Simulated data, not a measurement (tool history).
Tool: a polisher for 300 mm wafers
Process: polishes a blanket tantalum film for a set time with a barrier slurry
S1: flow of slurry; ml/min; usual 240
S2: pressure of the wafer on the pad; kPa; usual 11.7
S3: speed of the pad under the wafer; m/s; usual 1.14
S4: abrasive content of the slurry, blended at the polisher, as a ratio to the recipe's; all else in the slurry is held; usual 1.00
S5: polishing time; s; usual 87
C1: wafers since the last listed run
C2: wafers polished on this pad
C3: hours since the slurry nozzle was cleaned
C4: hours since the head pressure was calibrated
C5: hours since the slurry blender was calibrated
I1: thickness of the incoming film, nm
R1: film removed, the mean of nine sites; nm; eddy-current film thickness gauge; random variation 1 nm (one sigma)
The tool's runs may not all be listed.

run 1 day=0.000 | S1=240 S2=11.7 S3=1.14 S4=1.00 S5=87 | C1=0 C2=603 C3=216.8 C4=375.5 C5=137.9 | I1=399.4 | R1=121.8
-- day=0.854 slurry nozzle cleaned
run 2 day=1.208 | S1=305 S2=11.7 S3=1.14 S4=1.00 S5=87 | C1=251 C2=854 C3=8.5 C4=404.5 C5=166.9 | I1=395.1 | R1=132.5
run 3 day=2.612 | S1=305 S2=11.7 S3=1.14 S4=1.00 S5=87 | C1=302 C2=1157 C3=42.2 C4=438.2 C5=200.6 | I1=396.4 | R1=132.9
-- day=3.367 worn pad replaced by a new one
-- day=3.833 slurry blender recalibrated
run 4 day=4.050 | S1=240 S2=11.7 S3=1.14 S4=1.00 S5=96 | C1=255 C2=129 C3=76.7 C4=472.7 C5=5.2 | I1=400.6 | R1=141.9
run 5 day=4.979 | S1=240 S2=11.7 S3=1.14 S4=1.00 S5=96 | C1=199 C2=329 C3=99.0 C4=495.0 C5=27.5 | I1=398.8 | R1=142.0
run 6 day=5.596 | S1=240 S2=11.7 S3=1.14 S4=1.00 S5=96 | C1=132 C2=462 C3=113.8 C4=509.8 C5=42.3 | I1=407.9 | R1=140.9
run 7 day=6.446 | S1=270 S2=11.7 S3=1.14 S4=1.00 S5=87 | C1=182 C2=645 C3=134.2 C4=530.2 C5=62.7 | I1=402.2 | R1=128.7
run 8 day=7.833 | S1=270 S2=11.7 S3=1.14 S4=1.00 S5=87 | C1=298 C2=943 C3=167.5 C4=563.5 C5=96.0 | I1=400.2 | R1=128.9
run 9 day=8.492 | S1=240 S2=10.3 S3=1.14 S4=0.80 S5=87 | C1=141 C2=1085 C3=183.3 C4=579.3 C5=111.8 | I1=396.9 | R1=103.3
run 10 day=9.096 | S1=240 S2=10.3 S3=1.14 S4=0.80 S5=87 | C1=130 C2=1215 C3=197.8 C4=593.8 C5=126.3 | I1=400.9 | R1=104.1
-- day=9.333 worn pad replaced by a new one
run 11 day=10.062 | S1=240 S2=11.7 S3=1.14 S4=1.00 S5=102 | C1=172 C2=156 C3=221.0 C4=617.0 C5=149.5 | I1=400.2 | R1=143.9
-- day=11.675 slurry nozzle cleaned
-- day=13.379 slurry blender recalibrated
run 12 day=14.092 | S1=240 S2=8.3 S3=1.00 S4=0.70 S5=101 | C1=840 C2=997 C3=58.0 C4=713.7 C5=17.1 | I1=397.4 | R1=90.8
-- day=14.612 worn pad replaced by a new one
run 13 day=15.075 | S1=205 S2=11.7 S3=1.14 S4=1.25 S5=69 | C1=175 C2=99 C3=81.6 C4=737.3 C5=40.7 | I1=403.9 | R1=110.4
run 14 day=19.362 | S1=195 S2=11.7 S3=1.28 S4=1.00 S5=87 | C1=922 C2=1022 C3=184.5 C4=840.2 C5=143.6 | I1=402.0 | R1=137.7
run 15 day=20.133 | S1=240 S2=9.7 S3=1.14 S4=0.70 S5=87 | C1=165 C2=1188 C3=203.0 C4=858.7 C5=162.1 | I1=402.2 | R1=98.6
-- day=20.738 slurry nozzle cleaned
-- day=21.392 worn pad replaced by a new one
-- day=21.579 slurry blender recalibrated
run 16 day=22.592 | S1=240 S2=11.7 S3=1.14 S4=0.85 S5=87 | C1=466 C2=240 C3=44.5 C4=917.7 C5=24.3 | I1=399.8 | R1=131.4
-- day=22.896 head pressure recalibrated
run 17 day=23.567 | S1=240 S2=11.7 S3=1.14 S4=1.00 S5=87 | C1=191 C2=432 C3=67.9 C4=16.1 C5=47.7 | I1=395.9 | R1=127.4
-- day=26.775 worn pad replaced by a new one
run 18 day=26.875 | S1=265 S2=9.7 S3=1.30 S4=1.00 S5=69 | C1=676 C2=21 C3=147.3 C4=95.5 C5=127.1 | I1=397.3 | R1=93.3
run 19 day=27.450 | S1=240 S2=11.7 S3=1.14 S4=0.75 S5=87 | C1=123 C2=145 C3=161.1 C4=109.3 C5=140.9 | I1=401.1 | R1=112.6
run 20 day=28.754 | S1=170 S2=15.9 S3=1.14 S4=1.20 S5=87 | C1=280 C2=426 C3=192.4 C4=140.6 C5=172.2 | I1=399.8 | R1=157.0
-- day=29.554 slurry blender recalibrated
-- day=29.962 slurry nozzle cleaned
run 21 day=30.221 | S1=240 S2=11.7 S3=1.14 S4=1.00 S5=96 | C1=288 C2=715 C3=6.2 C4=175.8 C5=16.0 | I1=406.1 | R1=140.2

4 ways to go on from here, each from the tool as it stands after run 21. What would each give?
run A day=30.238 | S1=240 S2=11.7 S3=1.14 S4=1.00 S5=87 | C1=3 C2=718 C3=6.6 C4=176.2 C5=16.4 | I1=397.5 | R1=?
run B day=30.238 | S1=240 S2=11.7 S3=1.14 S4=1.00 S5=110 | C1=3 C2=718 C3=6.6 C4=176.2 C5=16.4 | I1=397.5 | R1=?
run C day=30.238 | S1=240 S2=11.7 S3=1.14 S4=0.80 S5=87 | C1=3 C2=718 C3=6.6 C4=176.2 C5=16.4 | I1=397.5 | R1=?
run D day=30.238 | S1=215 S2=7.6 S3=1.14 S4=1.00 S5=87 | C1=3 C2=718 C3=6.6 C4=176.2 C5=16.4 | I1=397.5 | R1=?

run=A R1=127.1
run=B R1=160.7
run=C R1=118.8
run=D R1=85.4
Without the tool's hidden state the same runs would have given:
run=A R1=128.0
run=B R1=161.8
run=C R1=119.6
run=D R1=86.0

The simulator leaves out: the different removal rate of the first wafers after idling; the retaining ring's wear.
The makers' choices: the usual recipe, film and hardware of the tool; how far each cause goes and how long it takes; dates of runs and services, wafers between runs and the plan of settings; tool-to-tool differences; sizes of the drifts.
